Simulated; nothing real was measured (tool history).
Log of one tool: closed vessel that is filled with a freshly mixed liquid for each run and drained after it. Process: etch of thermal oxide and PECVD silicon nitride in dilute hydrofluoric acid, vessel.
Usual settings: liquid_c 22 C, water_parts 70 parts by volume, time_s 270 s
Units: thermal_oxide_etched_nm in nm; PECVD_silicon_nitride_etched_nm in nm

run	hour	liquid_c	water_parts	time_s	read-back film thickness of the thermal oxide reference wafer, read on the same gauge (nm)	read-back film thickness of the PECVD silicon nitride reference wafer, read on the same gauge (nm)	thermal_oxide_etched_nm	PECVD_silicon_nitride_etched_nm
1	0	22	70	270	89.97	49.99	19.11	16.87
2	6.7	22	70	270	90.04	50.01	19.16	16.73
3	14.6	20.5	70	270	89.98	50	17.86	15.02
4	21.8	20.5	70	270	89.98	50.05	17.83	15.14
5	38.1	20.5	70	270	90.01	49.99	17.84	15.41
6	52.5	22	70	270	89.97	49.99	18.79	16.79
7	64.6	22	70	270	90	50.01	18.91	16.84
8	76.9	22	70	270	89.96	50.01	19.04	16.86
9	92.6	22	70	270	89.98	50.02	19	16.7
10	107.1	18.5	70	270	90	50	16.51	13.25
11	116.5	22	70	270	89.99	49.98	19.01	16.87
12	124.2	18	100	205	90.03	50.01	8.21	6.95
13	131.8	22	70	270	90.04	49.99	19.04	16.94
# hour 163.8: hydrofluoric acid flow meter replaced
14	181.4	22	90	270	89.99	50.02	14.58	13.03
15	193.3	22	70	270	89.99	50.05	19.19	16.96
16	202.6	22	70	270	90	50	19.18	17.13
# hour 203.9: gauge calibrated
17	209.5	19	45	140	90.01	50.05	14.07	11.03
18	218.2	24.5	100	220	89.99	49.98	11.67	11.58
19	234	20	90	155	90.03	50.05	7.62	6.7
# hour 247.3: thermometer replaced
20	282.5	17	60	180	89.99	50.01	10.79	7.68
21	298.3	22	70	205	90.01	50.02	12.98	10.7
22	316.2	22	70	270	90.02	49.99	17.14	14.14
23	323.3	24.5	70	270	90.02	50.04	18.99	16.86
24	337.7	20	70	395	90	49.98	23.01	18.08
25	351.3	17	70	185	90	49.99	9.51	6.85
26	369.2	22	70	270	90.01	50.01	17.23	14.22
27	383.1	18	100	205	90.04	50	7.48	5.83

What the log doesn't show, run by run:
hydrofluoric acid flow below the setpoint (%): 0 in every run
gauge reads high (%): 0 in every run
H1: liquid hotter than its thermometer reads (K)
run	H1
1	2.67
2	2.67
3	2.68
4	2.69
5	2.72
6	2.74
7	2.75
8	2.77
9	2.79
10	2.81
11	2.82
12	2.83
13	2.84
14	2.91
15	2.92
16	2.94
17	2.95
18	2.96
19	2.98
20	0.112
21	0.133
22	0.157
23	0.167
24	0.186
25	0.204
26	0.228
27	0.247
